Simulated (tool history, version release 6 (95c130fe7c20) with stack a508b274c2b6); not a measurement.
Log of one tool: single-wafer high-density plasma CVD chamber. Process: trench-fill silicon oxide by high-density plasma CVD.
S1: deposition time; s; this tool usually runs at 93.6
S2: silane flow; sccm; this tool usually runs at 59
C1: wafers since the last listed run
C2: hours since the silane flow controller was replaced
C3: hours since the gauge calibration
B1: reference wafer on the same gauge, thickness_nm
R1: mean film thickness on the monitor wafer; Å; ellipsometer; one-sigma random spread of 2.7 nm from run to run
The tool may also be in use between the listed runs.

{"run": 1, "hour": 0.0, "S1": 93.6, "S2": 59, "C1": 0, "C2": 3463, "C3": 247.3, "B1": 724.203, "R1": 6594.64}
{"run": 2, "hour": 22.4, "S1": 93.6, "S2": 59, "C1": 227, "C2": 3485.4, "C3": 269.7, "B1": 722.601, "R1": 6611.15}
{"run": 3, "hour": 56.4, "S1": 93.6, "S2": 59, "C1": 344, "C2": 3519.4, "C3": 303.7, "B1": 723.236, "R1": 6632.51}
{"run": 4, "hour": 75.2, "S1": 93.6, "S2": 59, "C1": 190, "C2": 3538.2, "C3": 322.5, "B1": 722.685, "R1": 6574.27}
{"run": 5, "hour": 103.9, "S1": 93.6, "S2": 59, "C1": 290, "C2": 3566.9, "C3": 351.2, "B1": 723.419, "R1": 6647.21}
{"run": 6, "hour": 124.7, "S1": 93.6, "S2": 59, "C1": 210, "C2": 3587.7, "C3": 372, "B1": 723.172, "R1": 6592.53}
{"run": 7, "hour": 152.9, "S1": 93.6, "S2": 59, "C1": 285, "C2": 3615.9, "C3": 400.2, "B1": 723.34, "R1": 6630.49}
{"run": 8, "hour": 168.9, "S1": 93.6, "S2": 52, "C1": 162, "C2": 3631.9, "C3": 416.2, "B1": 722.76, "R1": 5882.07}
{"run": 9, "hour": 198.6, "S1": 93.6, "S2": 62, "C1": 300, "C2": 3661.6, "C3": 445.9, "B1": 722.467, "R1": 6966.45}
{"run": 10, "hour": 225.6, "S1": 93.6, "S2": 62, "C1": 273, "C2": 3688.6, "C3": 472.9, "B1": 723.195, "R1": 6917.88}
{"run": 11, "hour": 252.6, "S1": 93.6, "S2": 59, "C1": 273, "C2": 3715.6, "C3": 499.9, "B1": 722.798, "R1": 6653.89}
{"hour": 263.6, "done": "silane flow controller replaced"}
{"run": 12, "hour": 279.6, "S1": 93.6, "S2": 59, "C1": 192, "C2": 16, "C3": 526.9, "B1": 722.74, "R1": 6588.2}
{"run": 13, "hour": 310.1, "S1": 81.5, "S2": 50, "C1": 309, "C2": 46.5, "C3": 557.4, "B1": 721.962, "R1": 4890.27}
{"run": 14, "hour": 323.5, "S1": 93.6, "S2": 59, "C1": 135, "C2": 59.9, "C3": 570.8, "B1": 722.593, "R1": 6572.19}
{"run": 15, "hour": 346.7, "S1": 103.4, "S2": 70, "C1": 235, "C2": 83.1, "C3": 594, "B1": 723.521, "R1": 8642.62}
{"run": 16, "hour": 365.9, "S1": 110.9, "S2": 59, "C1": 194, "C2": 102.3, "C3": 613.2, "B1": 723.729, "R1": 7802.32}
{"run": 17, "hour": 394.1, "S1": 109.8, "S2": 52, "C1": 285, "C2": 130.5, "C3": 641.4, "B1": 723.589, "R1": 6826.01}
{"run": 18, "hour": 415.4, "S1": 101.3, "S2": 63, "C1": 215, "C2": 151.8, "C3": 662.7, "B1": 722.495, "R1": 7638.01}
{"hour": 440.5, "done": "gauge calibrated"}
{"run": 19, "hour": 445.4, "S1": 93.6, "S2": 59, "C1": 304, "C2": 181.8, "C3": 4.9, "B1": 722.343, "R1": 6651.49}
{"run": 20, "hour": 471.6, "S1": 81.5, "S2": 50, "C1": 265, "C2": 208, "C3": 31.1, "B1": 722.227, "R1": 4912.46}
{"run": 21, "hour": 502.4, "S1": 75.3, "S2": 49, "C1": 312, "C2": 238.8, "C3": 61.9, "B1": 722.666, "R1": 4434.4}
{"run": 22, "hour": 525.6, "S1": 105.5, "S2": 63, "C1": 235, "C2": 262, "C3": 85.1, "B1": 723.203, "R1": 7958.54}
{"run": 23, "hour": 557.1, "S1": 109.1, "S2": 54, "C1": 319, "C2": 293.5, "C3": 116.6, "B1": 723.369, "R1": 6981.98}
{"run": 24, "hour": 587.8, "S1": 102.1, "S2": 68, "C1": 311, "C2": 324.2, "C3": 147.3, "B1": 722.322, "R1": 8277.49}
{"run": 25, "hour": 623.6, "S1": 77.8, "S2": 53, "C1": 362, "C2": 360, "C3": 183.1, "B1": 721.92, "R1": 4890.29}

Below are 4 alternative next runs, each starting from the tool's condition after run 25. Predict each:
{"run": "A", "hour": 624.0, "S1": 93.6, "S2": 51, "C1": 4, "C2": 360.4, "C3": 183.5, "B1": "?", "R1": "?"}
{"run": "B", "hour": 624.0, "S1": 102.1, "S2": 59, "C1": 4, "C2": 360.4, "C3": 183.5, "B1": "?", "R1": "?"}
{"run": "C", "hour": 624.0, "S1": 98.5, "S2": 49, "C1": 4, "C2": 360.4, "C3": 183.5, "B1": "?", "R1": "?"}
{"run": "D", "hour": 624.0, "S1": 78.7, "S2": 48, "C1": 4, "C2": 360.4, "C3": 183.5, "B1": "?", "R1": "?"}

run=A B1=722.991 R1=5682.67
run=B B1=722.991 R1=7171.08
run=C B1=722.991 R1=5745.65
run=D B1=722.991 R1=4497
Had the tool no hidden state, the same runs would have come out as:
run=A R1=5682.67
run=B R1=7171.08
run=C R1=5745.65
run=D R1=4497
